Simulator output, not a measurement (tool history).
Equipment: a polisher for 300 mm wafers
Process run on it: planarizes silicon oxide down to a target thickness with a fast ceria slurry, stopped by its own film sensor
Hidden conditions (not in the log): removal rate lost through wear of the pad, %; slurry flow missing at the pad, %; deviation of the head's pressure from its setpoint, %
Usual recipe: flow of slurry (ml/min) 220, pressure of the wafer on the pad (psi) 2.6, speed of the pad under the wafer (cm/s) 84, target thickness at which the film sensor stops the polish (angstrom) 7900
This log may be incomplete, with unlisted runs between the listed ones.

run,hour,flow of slurry (ml/min),pressure of the wafer on the pad (psi),speed of the pad under the wafer (cm/s),target thickness at which the film sensor stops the polish (angstrom),wafers since the last listed run,wafers polished on this pad,hours since the slurry nozzle was cleaned,hours since the head pressure was calibrated,"incoming thickness of the incoming film, nm",time until the film sensor stopped the polish (s)
1,0.0,220,2.6,84,7900,0,578,792.3,702.5,1752.3,91.5
# hour 18.5: head pressure recalibrated
2,53.8,220,2.6,84,6130,475,1053,846.1,35.3,1705.8,101.1
# hour 86.9: slurry nozzle cleaned
3,93.1,220,2.6,84,6130,351,1404,6.2,74.6,1718.2,104.2
4,131.7,220,2.6,84,7900,353,1758,44.8,113.2,1746.5,89.5
# hour 143.4: worn pad replaced by a new one
5,169.3,220,2.6,84,7900,308,237,82.4,150.8,1745.3,91.2
6,231.9,220,2.6,84,7900,574,812,145.0,213.4,1736.2,88.2
7,258.0,165,2.6,84,7900,239,1051,171.1,239.5,1755.7,96.5
8,338.7,220,2.6,84,7900,740,1791,251.8,320.2,1725.3,88.2
# hour 355.7: worn pad replaced by a new one
9,384.0,220,2.6,84,7900,378,259,297.1,365.5,1755.2,92.7
10,426.8,220,2.6,112,7900,392,651,339.9,408.3,1727.4,71.0
11,498.6,220,2.6,84,7900,658,1310,411.7,480.1,1717.7,89.3
# hour 567.4: worn pad replaced by a new one
12,672.5,255,2.6,66,11140,1558,963,585.6,654.0,1743.7,69.4
13,720.5,180,2.1,58,8840,440,1403,633.6,702.0,1696.8,125.9
# hour 747.1: head pressure recalibrated
# hour 766.0: worn pad replaced by a new one
14,766.5,220,2.6,84,7900,366,4,679.6,19.4,1700.8,85.2
# hour 790.0: slurry nozzle cleaned
15,820.7,220,2.6,60,11050,487,492,30.7,73.6,1744.4,77.7
16,867.4,220,2.6,84,7900,428,920,77.4,120.3,1724.6,87.8
17,895.7,245,2.3,84,7900,259,1180,105.7,148.6,1738.5,98.4
18,928.9,220,2.3,106,7900,304,1484,138.9,181.8,1714.7,81.9
# hour 971.0: worn pad replaced by a new one
19,999.8,155,2.6,72,7900,613,264,209.8,252.7,1727.6,104.1

Consider 4 possible next runs. They are alternatives, not a sequence: every one starts from the tool as it was left by run 19. What does each give?
A,1000.2,220,2.6,84,11000,3,268,210.2,253.1,1753.9,?
B,1000.2,245,3.0,84,5360,3,268,210.2,253.1,1753.9,?
C,1000.2,220,2.6,110,10300,3,268,210.2,253.1,1753.9,?
D,1000.2,170,2.6,96,6310,3,268,210.2,253.1,1753.9,?

run,time until the film sensor stopped the polish (s)
A,61.5
B,98.0
C,55.3
D,99.3
With no hidden state in the tool, these same runs would have given:
run,time until the film sensor stopped the polish (s)
A,61.5
B,98.0
C,55.3
D,99.3

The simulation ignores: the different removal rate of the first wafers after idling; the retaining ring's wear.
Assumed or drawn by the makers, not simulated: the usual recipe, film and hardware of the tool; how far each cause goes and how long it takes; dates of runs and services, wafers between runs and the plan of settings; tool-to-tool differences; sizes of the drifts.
